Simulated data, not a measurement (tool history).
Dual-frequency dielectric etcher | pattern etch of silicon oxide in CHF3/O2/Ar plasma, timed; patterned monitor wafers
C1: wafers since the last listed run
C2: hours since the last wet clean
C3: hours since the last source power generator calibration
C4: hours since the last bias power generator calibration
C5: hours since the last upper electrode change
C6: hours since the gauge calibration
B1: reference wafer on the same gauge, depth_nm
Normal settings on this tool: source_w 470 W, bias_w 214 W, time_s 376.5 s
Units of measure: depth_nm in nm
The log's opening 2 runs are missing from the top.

Run 3, hour 46.3: usual settings; C1 54; C2 95.2; C3 2870.4; C4 3715.2; C5 4688.2; C6 199.5; B1 718.6. Result: depth_nm 696.9 nm.
Run 4, hour 70.2: usual settings; C1 100; C2 119.1; C3 2894.3; C4 3739.1; C5 4712.1; C6 223.4; B1 718.9. Result: depth_nm 694.6 nm.
Run 5, hour 95.7: usual settings; C1 107; C2 144.6; C3 2919.8; C4 3764.6; C5 4737.6; C6 248.9; B1 719.3. Result: depth_nm 691.9 nm.
Run 6, hour 130.2: usual settings; C1 145; C2 179.1; C3 2954.3; C4 3799.1; C5 4772.1; C6 283.4; B1 719.8. Result: depth_nm 694.2 nm.
Run 7, hour 154.3: usual settings; C1 101; C2 203.2; C3 2978.4; C4 3823.2; C5 4796.2; C6 307.5; B1 719.3. Result: depth_nm 693.3 nm.
Run 8, hour 185.3: usual settings but bias_w 237 W; C1 130; C2 234.2; C3 3009.4; C4 3854.2; C5 4827.2; C6 338.5; B1 719.1. Result: depth_nm 731.8 nm.
Run 9, hour 198.6: usual settings but bias_w 237 W; C1 56; C2 247.5; C3 3022.7; C4 3867.5; C5 4840.5; C6 351.8; B1 719.3. Result: depth_nm 729.7 nm.
Run 10, hour 230.3: usual settings but bias_w 195 W; C1 133; C2 279.2; C3 3054.4; C4 3899.2; C5 4872.2; C6 383.5; B1 719.6. Result: depth_nm 651.9 nm.
Run 11, hour 248.9: usual settings but bias_w 195 W; C1 78; C2 297.8; C3 3073; C4 3917.8; C5 4890.8; C6 402.1; B1 718.5. Result: depth_nm 650.5 nm.
At hour 281.5: bias power generator calibrated.
Run 12, hour 284.7: usual settings; C1 133; C2 333.6; C3 3108.8; C4 3.2; C5 4926.6; C6 437.9; B1 718.6. Result: depth_nm 685.9 nm.
At hour 298: source power generator calibrated.
Run 13, hour 305.1: usual settings; C1 69; C2 354; C3 7.1; C4 23.6; C5 4947; C6 458.3; B1 718.9. Result: depth_nm 682.7 nm.
Run 14, hour 320.8: usual settings; C1 66; C2 369.7; C3 22.8; C4 39.3; C5 4962.7; C6 474; B1 719.5. Result: depth_nm 685.8 nm.
At hour 352: upper electrode replaced.
At hour 369.8: wet clean of the chamber.
Run 15, hour 370.3: usual settings; C1 32; C2 0.5; C3 72.3; C4 88.8; C5 18.3; C6 523.5; B1 719.2. Result: depth_nm 744.3 nm.
Run 16, hour 382.9: usual settings but bias_w 232 W, time_s 311.5 s; C1 53; C2 13.1; C3 84.9; C4 101.4; C5 30.9; C6 536.1; B1 719. Result: depth_nm 641.1 nm.
Run 17, hour 410.9: usual settings but source_w 510 W, bias_w 232 W, time_s 489.5 s; C1 117; C2 41.1; C3 112.9; C4 129.4; C5 58.9; C6 564.1; B1 718.8. Result: depth_nm 1048.2 nm.

What does the tool deliver on the next run?
Run 18, hour 433.3: usual settings; C1 94; C2 63.5; C3 135.3; C4 151.8; C5 81.3; C6 586.5; B1 ?. Result: depth_nm ?.

B1: 719.2
depth_nm: 739.5 nm
Were there no unlogged condition in the tool, this run, its random variation unchanged, would have produced depth_nm 703.3 nm.
